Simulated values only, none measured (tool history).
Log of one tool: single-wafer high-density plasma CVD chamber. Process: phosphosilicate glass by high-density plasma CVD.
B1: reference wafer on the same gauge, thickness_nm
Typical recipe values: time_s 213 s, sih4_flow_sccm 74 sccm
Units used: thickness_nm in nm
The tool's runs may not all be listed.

Run 1, hour 0.0: usual settings but sih4_flow_sccm 81 sccm; B1 2061.605. Result: thickness_nm 2038.715 nm.
Run 2, hour 10.0: usual settings but sih4_flow_sccm 81 sccm; B1 2059.265. Result: thickness_nm 2031.770 nm.
Run 3, hour 24.7: usual settings but time_s 189 s; B1 2060.329. Result: thickness_nm 1649.284 nm.
Run 4, hour 40.8: usual settings but time_s 189 s; B1 2058.489. Result: thickness_nm 1652.093 nm.
Run 5, hour 48.0: usual settings but time_s 227 s; B1 2057.291. Result: thickness_nm 1978.891 nm.
Run 6, hour 61.8: usual settings but time_s 227 s; B1 2056.240. Result: thickness_nm 1974.692 nm.
At hour 83.1: silane flow controller replaced.
Run 7, hour 83.6: usual settings; B1 2055.490. Result: thickness_nm 1858.514 nm.
Run 8, hour 85.9: usual settings; B1 2053.943. Result: thickness_nm 1856.485 nm.
Run 9, hour 100.4: usual settings but time_s 200 s, sih4_flow_sccm 67 sccm; B1 2052.337. Result: thickness_nm 1576.059 nm.
Run 10, hour 110.1: usual settings; B1 2050.406. Result: thickness_nm 1851.139 nm.
Run 11, hour 116.6: usual settings but sih4_flow_sccm 88 sccm; B1 2049.153. Result: thickness_nm 2202.200 nm.
At hour 119.4: gauge calibrated.
Run 12, hour 128.1: usual settings but time_s 247 s, sih4_flow_sccm 61 sccm; B1 2061.155. Result: thickness_nm 1781.541 nm.
Run 13, hour 150.1: usual settings but time_s 230 s, sih4_flow_sccm 70 sccm; B1 2059.710. Result: thickness_nm 1901.034 nm.
Run 14, hour 161.4: usual settings but time_s 244 s, sih4_flow_sccm 69 sccm; B1 2058.910. Result: thickness_nm 1983.427 nm.
Run 15, hour 169.8: usual settings; B1 2058.457. Result: thickness_nm 1860.728 nm.
Run 16, hour 180.8: usual settings but time_s 251 s, sih4_flow_sccm 78 sccm; B1 2059.080. Result: thickness_nm 2315.121 nm.
Run 17, hour 189.6: usual settings; B1 2058.236. Result: thickness_nm 1861.805 nm.

Each row is a separate what-if for the run after 17, all from the same tool condition, not one after another. Results?
Run A, hour 190.1: usual settings; B1 ?. Result: thickness_nm ?.
Run B, hour 190.1: usual settings but sih4_flow_sccm 84 sccm; B1 ?. Result: thickness_nm ?.
Run C, hour 190.1: usual settings but time_s 226 s; B1 ?. Result: thickness_nm ?.

run        B1  thickness_nm
  A  2057.324      1859.059
  B  2057.324      2110.283
  C  2057.324      1972.522
Had the tool no hidden state, the same runs would have come out as:
run  thickness_nm
  A      1861.307
  B      2112.835
  C      1974.908
